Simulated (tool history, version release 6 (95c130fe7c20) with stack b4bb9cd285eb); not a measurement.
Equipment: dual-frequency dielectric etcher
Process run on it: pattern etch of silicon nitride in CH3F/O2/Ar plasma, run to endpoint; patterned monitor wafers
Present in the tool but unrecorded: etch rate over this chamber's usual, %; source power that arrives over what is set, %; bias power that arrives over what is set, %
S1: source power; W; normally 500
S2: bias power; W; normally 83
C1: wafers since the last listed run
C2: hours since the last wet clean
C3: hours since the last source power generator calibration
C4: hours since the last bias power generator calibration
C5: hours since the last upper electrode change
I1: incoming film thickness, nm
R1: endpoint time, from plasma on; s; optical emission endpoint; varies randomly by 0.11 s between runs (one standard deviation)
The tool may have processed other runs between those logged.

run    hour   S1   S2    C1     C2      C3      C4      C5     I1    R1
  1     0.0  500   93     0  286.0  3503.7  1260.0   437.4  21.95  28.2
  2    93.8  500   93   925  379.8  3597.5  1353.8   531.2  21.78  27.9
  3   157.2  500   93   625  443.2  3660.9  1417.2   594.6  21.97  28.3
  4   200.6  500   83   428  486.6  3704.3  1460.6   638.0  22.06  29.2
  5   261.3  500   83   598  547.3  3765.0  1521.3   698.7  22.11  29.4
  6   306.5  470   83   445  592.5  3810.2  1566.5   743.9  22.18  30.2
  7   406.8  470   83   989  692.8  3910.5  1666.8   844.2  21.87  29.9
      436.6  -- bias power generator calibrated
      442.2  -- wet clean of the chamber
  8   475.4  470   83   582   33.2  3979.1    38.8   912.8  22.01  29.8
  9   562.5  500   83   859  120.3  4066.2   125.9   999.9  21.90  29.1
 10   665.3  500   83  1014  223.1  4169.0   228.7  1102.7  21.94  29.0
 11   705.7  500   70   398  263.5  4209.4   269.1  1143.1  22.09  30.6
 12   756.0  500   89   496  313.8  4259.7   319.4  1193.4  22.00  28.5
 13   920.3  390   92  1621  478.1  4424.0   483.7  1357.7  22.13  32.1
 14   997.1  440   76   757  554.9  4500.8   560.5  1434.5  21.96  31.8
     1101.0  -- wet clean of the chamber
 15  1101.5  440   90   793    0.5  4605.2   664.9  1538.9  21.77  30.0
 16  1276.7  550   83  1728  175.7  4780.4   840.1  1714.1  21.96  27.9
 17  1339.6  590   97   620  238.6  4843.3   903.0  1777.0  21.94  26.0
 18  1390.0  600   96   497  289.0  4893.7   953.4  1827.4  21.84  25.8
 19  1493.8  400   83  1024  392.8  4997.5  1057.2  1931.2  22.00  32.4
 20  1582.8  380   75   878  481.8  5086.5  1146.2  2020.2  22.12  34.0
 21  1681.8  420   83   976  580.8  5185.5  1245.2  2119.2  21.98  31.7
     1761.1  -- wet clean of the chamber
 22  1789.2  550   83   822   28.1  5292.9  1352.6  2226.6  22.13  28.2
     1807.4  -- source power generator calibrated
 23  1932.5  600   63  1374  171.4   125.1  1495.9  2369.9  22.05  29.0
     1984.5  -- upper electrode replaced
 24  2013.1  590   73   558  252.0   205.7  1576.5    28.6  22.12  28.2
 25  2120.8  500   83  1062  359.7   313.4  1684.2   136.3  22.05  29.3
     2191.6  -- bias power generator calibrated
 26  2195.0  450   78   692  433.9   387.6     3.4   210.5  21.84  31.1
 27  2249.8  500   83   540  488.7   442.4    58.2   265.3  22.19  29.5
 28  2294.0  390   98   436  532.9   486.6   102.4   309.5  21.77  30.8
 29  2373.4  500   83   783  612.3   566.0   181.8   388.9  22.18  29.4
 30  2477.2  420  100  1024  716.1   669.8   285.6   492.7  22.05  30.0
     2526.5  -- wet clean of the chamber
 31  2556.5  390   83   545   30.0   749.1   364.9   572.0  22.09  32.7
 32  2659.8  500   68  1019  133.3   852.4   468.2   675.3  21.95  30.9
 33  2717.3  600   75   567  190.8   909.9   525.7   732.8  21.94  27.6
 34  2813.3  460   83   947  286.8  1005.9   621.7   828.8  21.96  30.3

The tool's hidden state at each run:
etch rate over this chamber's usual, %: 0, the same for each run
source power that arrives over what is set, %: 0, the same for each run
bias power that arrives over what is set, %: 0, the same for each run
